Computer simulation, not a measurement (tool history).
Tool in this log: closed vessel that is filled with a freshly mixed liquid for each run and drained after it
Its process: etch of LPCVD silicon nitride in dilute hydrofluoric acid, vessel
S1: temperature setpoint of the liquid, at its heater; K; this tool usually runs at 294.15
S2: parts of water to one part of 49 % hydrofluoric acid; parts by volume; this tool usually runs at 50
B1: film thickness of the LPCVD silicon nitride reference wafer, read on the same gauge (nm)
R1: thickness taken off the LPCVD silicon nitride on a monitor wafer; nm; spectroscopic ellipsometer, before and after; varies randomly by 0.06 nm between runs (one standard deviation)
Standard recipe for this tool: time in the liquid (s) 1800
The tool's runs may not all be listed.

{"run": 1, "hour": 0.0, "S1": 294.15, "S2": 50, "time in the liquid (s)": 1800, "B1": 130.01, "R1": 14.09}
{"run": 2, "hour": 92.1, "S1": 294.15, "S2": 50, "time in the liquid (s)": 2460, "B1": 130.01, "R1": 19.32}
{"run": 3, "hour": 148.4, "S1": 294.15, "S2": 50, "time in the liquid (s)": 1800, "B1": 130.0, "R1": 14.02}
{"run": 4, "hour": 194.8, "S1": 294.15, "S2": 50, "time in the liquid (s)": 1800, "B1": 130.02, "R1": 14.15}
{"run": 5, "hour": 235.4, "S1": 294.15, "S2": 50, "time in the liquid (s)": 1800, "B1": 130.01, "R1": 14.04}
{"run": 6, "hour": 285.0, "S1": 294.15, "S2": 50, "time in the liquid (s)": 1800, "B1": 130.03, "R1": 14.15}
{"run": 7, "hour": 367.1, "S1": 294.15, "S2": 50, "time in the liquid (s)": 1800, "B1": 129.99, "R1": 14.08}
{"run": 8, "hour": 421.4, "S1": 294.15, "S2": 50, "time in the liquid (s)": 1800, "B1": 130.0, "R1": 14.11}
{"hour": 557.6, "done": "thermometer replaced"}
{"hour": 561.4, "done": "gauge calibrated"}
{"run": 9, "hour": 697.7, "S1": 294.15, "S2": 50, "time in the liquid (s)": 1800, "B1": 129.99, "R1": 14.09}
{"run": 10, "hour": 847.9, "S1": 294.15, "S2": 50, "time in the liquid (s)": 1800, "B1": 129.99, "R1": 13.96}
{"run": 11, "hour": 898.9, "S1": 296.65, "S2": 50, "time in the liquid (s)": 1360, "B1": 130.0, "R1": 12.66}
{"run": 12, "hour": 982.3, "S1": 294.15, "S2": 50, "time in the liquid (s)": 1800, "B1": 129.99, "R1": 14.05}
{"run": 13, "hour": 1039.1, "S1": 294.15, "S2": 50, "time in the liquid (s)": 1800, "B1": 129.98, "R1": 14.05}
{"run": 14, "hour": 1102.4, "S1": 294.15, "S2": 50, "time in the liquid (s)": 1800, "B1": 129.99, "R1": 14.11}
{"run": 15, "hour": 1179.8, "S1": 290.15, "S2": 40, "time in the liquid (s)": 2265, "B1": 130.01, "R1": 16.53}
{"run": 16, "hour": 1407.0, "S1": 294.15, "S2": 50, "time in the liquid (s)": 1800, "B1": 130.01, "R1": 14.07}
{"hour": 1470.6, "done": "hydrofluoric acid flow meter replaced"}
{"run": 17, "hour": 1510.7, "S1": 292.15, "S2": 50, "time in the liquid (s)": 1800, "B1": 129.99, "R1": 12.31}
{"run": 18, "hour": 1561.0, "S1": 298.65, "S2": 30, "time in the liquid (s)": 2075, "B1": 130.02, "R1": 36.13}
{"run": 19, "hour": 1659.4, "S1": 290.15, "S2": 60, "time in the liquid (s)": 2130, "B1": 130.01, "R1": 10.56}
{"run": 20, "hour": 1723.8, "S1": 294.15, "S2": 50, "time in the liquid (s)": 810, "B1": 130.0, "R1": 6.36}
{"run": 21, "hour": 1764.7, "S1": 295.65, "S2": 50, "time in the liquid (s)": 855, "B1": 130.01, "R1": 7.4}
{"run": 22, "hour": 1805.3, "S1": 290.15, "S2": 25, "time in the liquid (s)": 2555, "B1": 130.0, "R1": 29.62}
{"run": 23, "hour": 1842.9, "S1": 294.15, "S2": 50, "time in the liquid (s)": 1800, "B1": 129.98, "R1": 14.11}
{"run": 24, "hour": 1929.2, "S1": 294.15, "S2": 50, "time in the liquid (s)": 1800, "B1": 129.99, "R1": 14.11}
{"run": 25, "hour": 2015.9, "S1": 296.65, "S2": 35, "time in the liquid (s)": 1235, "B1": 129.99, "R1": 16.25}
{"run": 26, "hour": 2116.0, "S1": 291.65, "S2": 40, "time in the liquid (s)": 985, "B1": 129.98, "R1": 8.08}
{"run": 27, "hour": 2155.3, "S1": 294.15, "S2": 50, "time in the liquid (s)": 1800, "B1": 130.01, "R1": 14.01}
{"run": 28, "hour": 2244.4, "S1": 294.15, "S2": 50, "time in the liquid (s)": 1070, "B1": 130.01, "R1": 8.36}

Estimate the outcome of run 29 from the log above:
{"run": 29, "hour": 2310.1, "S1": 294.15, "S2": 50, "time in the liquid (s)": 2265, "B1": "?", "R1": "?"}

B1: 129.97
R1: 17.75 nm
If the tool had no hidden condition, the same run with the same run-to-run variation would have returned R1 17.75 nm.

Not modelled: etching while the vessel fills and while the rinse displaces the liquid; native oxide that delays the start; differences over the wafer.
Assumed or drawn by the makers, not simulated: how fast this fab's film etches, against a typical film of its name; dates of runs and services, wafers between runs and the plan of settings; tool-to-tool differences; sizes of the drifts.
